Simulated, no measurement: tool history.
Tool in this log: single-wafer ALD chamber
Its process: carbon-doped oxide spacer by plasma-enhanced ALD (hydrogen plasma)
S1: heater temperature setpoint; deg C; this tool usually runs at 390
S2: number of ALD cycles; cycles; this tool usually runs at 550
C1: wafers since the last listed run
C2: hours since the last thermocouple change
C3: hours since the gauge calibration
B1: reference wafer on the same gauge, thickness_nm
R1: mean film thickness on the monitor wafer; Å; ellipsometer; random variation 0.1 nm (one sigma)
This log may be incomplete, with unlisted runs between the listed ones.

{"run": 1, "hour": 0.0, "S1": 390, "S2": 550, "C1": 0, "C2": 1348, "C3": 1557.1, "B1": 27.875, "R1": 257.61}
{"run": 2, "hour": 91.9, "S1": 390, "S2": 550, "C1": 40, "C2": 1439.9, "C3": 1649, "B1": 27.974, "R1": 257.06}
{"run": 3, "hour": 133.5, "S1": 390, "S2": 550, "C1": 18, "C2": 1481.5, "C3": 1690.6, "B1": 27.889, "R1": 257.78}
{"run": 4, "hour": 195.9, "S1": 390, "S2": 550, "C1": 27, "C2": 1543.9, "C3": 1753, "B1": 27.868, "R1": 258.83}
{"run": 5, "hour": 271.5, "S1": 386, "S2": 550, "C1": 33, "C2": 1619.5, "C3": 1828.6, "B1": 27.905, "R1": 257.87}
{"run": 6, "hour": 312.3, "S1": 386, "S2": 550, "C1": 17, "C2": 1660.3, "C3": 1869.4, "B1": 27.844, "R1": 256.26}
{"run": 7, "hour": 376.7, "S1": 386, "S2": 550, "C1": 28, "C2": 1724.7, "C3": 1933.8, "B1": 27.823, "R1": 257.01}
{"run": 8, "hour": 418.0, "S1": 390, "S2": 550, "C1": 18, "C2": 1766, "C3": 1975.1, "B1": 27.845, "R1": 256.39}
{"run": 9, "hour": 480.5, "S1": 390, "S2": 550, "C1": 27, "C2": 1828.5, "C3": 2037.6, "B1": 27.807, "R1": 257.66}
{"run": 10, "hour": 542.2, "S1": 395, "S2": 497, "C1": 26, "C2": 1890.2, "C3": 2099.3, "B1": 27.781, "R1": 231.93}
{"run": 11, "hour": 588.8, "S1": 395, "S2": 497, "C1": 20, "C2": 1936.8, "C3": 2145.9, "B1": 27.758, "R1": 232.76}
{"run": 12, "hour": 635.2, "S1": 395, "S2": 497, "C1": 20, "C2": 1983.2, "C3": 2192.3, "B1": 27.749, "R1": 230.75}
{"run": 13, "hour": 735.6, "S1": 390, "S2": 550, "C1": 43, "C2": 2083.6, "C3": 2292.7, "B1": 27.717, "R1": 256.69}
{"run": 14, "hour": 835.6, "S1": 390, "S2": 550, "C1": 43, "C2": 2183.6, "C3": 2392.7, "B1": 27.727, "R1": 255.31}
{"run": 15, "hour": 916.5, "S1": 390, "S2": 550, "C1": 35, "C2": 2264.5, "C3": 2473.6, "B1": 27.634, "R1": 254.45}
{"hour": 995.8, "done": "thermocouple changed; heater temperature recalibrated"}
{"run": 16, "hour": 1014.0, "S1": 390, "S2": 512, "C1": 39, "C2": 18.2, "C3": 2571.1, "B1": 27.593, "R1": 237.93}
{"run": 17, "hour": 1114.9, "S1": 390, "S2": 512, "C1": 44, "C2": 119.1, "C3": 2672, "B1": 27.62, "R1": 235.77}
{"run": 18, "hour": 1207.1, "S1": 390, "S2": 512, "C1": 40, "C2": 211.3, "C3": 2764.2, "B1": 27.575, "R1": 237.35}
{"run": 19, "hour": 1270.8, "S1": 379, "S2": 627, "C1": 27, "C2": 275, "C3": 2827.9, "B1": 27.574, "R1": 290.82}
{"run": 20, "hour": 1441.9, "S1": 390, "S2": 550, "C1": 74, "C2": 446.1, "C3": 2999, "B1": 27.429, "R1": 254}
{"hour": 1443.4, "done": "gauge calibrated"}
{"run": 21, "hour": 1493.7, "S1": 390, "S2": 480, "C1": 22, "C2": 497.9, "C3": 50.3, "B1": 28.02, "R1": 226.22}
{"run": 22, "hour": 1537.3, "S1": 399, "S2": 635, "C1": 19, "C2": 541.5, "C3": 93.9, "B1": 28.047, "R1": 297.85}
{"run": 23, "hour": 1851.3, "S1": 390, "S2": 512, "C1": 137, "C2": 855.5, "C3": 407.9, "B1": 28.04, "R1": 241.99}
{"run": 24, "hour": 1935.3, "S1": 381, "S2": 452, "C1": 36, "C2": 939.5, "C3": 491.9, "B1": 27.956, "R1": 210.87}
{"run": 25, "hour": 2000.0, "S1": 390, "S2": 444, "C1": 28, "C2": 1004.2, "C3": 556.6, "B1": 27.973, "R1": 207.78}
{"run": 26, "hour": 2037.4, "S1": 390, "S2": 550, "C1": 16, "C2": 1041.6, "C3": 594, "B1": 27.999, "R1": 258.41}
{"run": 27, "hour": 2132.8, "S1": 375, "S2": 499, "C1": 41, "C2": 1137, "C3": 689.4, "B1": 28.025, "R1": 232.67}
{"run": 28, "hour": 2189.3, "S1": 390, "S2": 550, "C1": 24, "C2": 1193.5, "C3": 745.9, "B1": 27.947, "R1": 258.43}
{"run": 29, "hour": 2272.8, "S1": 405, "S2": 621, "C1": 36, "C2": 1277, "C3": 829.4, "B1": 27.9, "R1": 287.16}
{"run": 30, "hour": 2320.1, "S1": 381, "S2": 620, "C1": 20, "C2": 1324.3, "C3": 876.7, "B1": 27.973, "R1": 290.38}
{"run": 31, "hour": 2426.4, "S1": 381, "S2": 452, "C1": 46, "C2": 1430.6, "C3": 983, "B1": 27.875, "R1": 210.9}
{"run": 32, "hour": 2485.3, "S1": 396, "S2": 467, "C1": 25, "C2": 1489.5, "C3": 1041.9, "B1": 27.916, "R1": 218.96}
{"run": 33, "hour": 2586.8, "S1": 380, "S2": 550, "C1": 44, "C2": 1591, "C3": 1143.4, "B1": 27.953, "R1": 256.69}
{"run": 34, "hour": 2689.8, "S1": 390, "S2": 550, "C1": 44, "C2": 1694, "C3": 1246.4, "B1": 27.948, "R1": 258.09}
{"run": 35, "hour": 2783.0, "S1": 390, "S2": 550, "C1": 40, "C2": 1787.2, "C3": 1339.6, "B1": 27.929, "R1": 257.66}
{"run": 36, "hour": 2828.1, "S1": 390, "S2": 491, "C1": 19, "C2": 1832.3, "C3": 1384.7, "B1": 27.864, "R1": 228.85}
{"run": 37, "hour": 2891.6, "S1": 390, "S2": 550, "C1": 27, "C2": 1895.8, "C3": 1448.2, "B1": 27.834, "R1": 256.06}
{"hour": 2960.6, "done": "thermocouple changed; heater temperature recalibrated"}
{"run": 38, "hour": 2970.8, "S1": 404, "S2": 515, "C1": 31, "C2": 10.2, "C3": 1527.4, "B1": 27.841, "R1": 237.51}

Selected run-to-run steps in R1, each split into two signed amounts: the part the tool would show with no hidden state at all (from settings, incoming material and random variation), and the remainder, which goes to the hidden state together with any gauge scatter not common to the measured and the hidden-state-free results:
Hidden conditions of the tool in this case: wafer temperature above the value expected at the setpoint (K); gauge reads high (%).
Run 12 -> 13: S1 395 -> 390, S2 497 -> 550. R1 +25.94 Å: hidden state -0.63, all else +26.57.
Run 18 -> 19: S1 390 -> 379, S2 512 -> 627. R1 +53.47 Å: hidden state -1.35, all else +54.82.
Run 20 -> 21: S2 550 -> 480, gauge calibrated. R1 -27.78 Å: hidden state +5.31, all else -33.09.
Run 21 -> 22: S1 390 -> 399, S2 480 -> 635. R1 +71.63 Å: hidden state -0.21, all else +71.84.
Run 22 -> 23: S1 399 -> 390, S2 635 -> 512. R1 -55.86 Å: hidden state +0.07, all else -55.93.
Run 30 -> 31: S2 620 -> 452. R1 -79.48 Å: hidden state +0.29, all else -79.77.
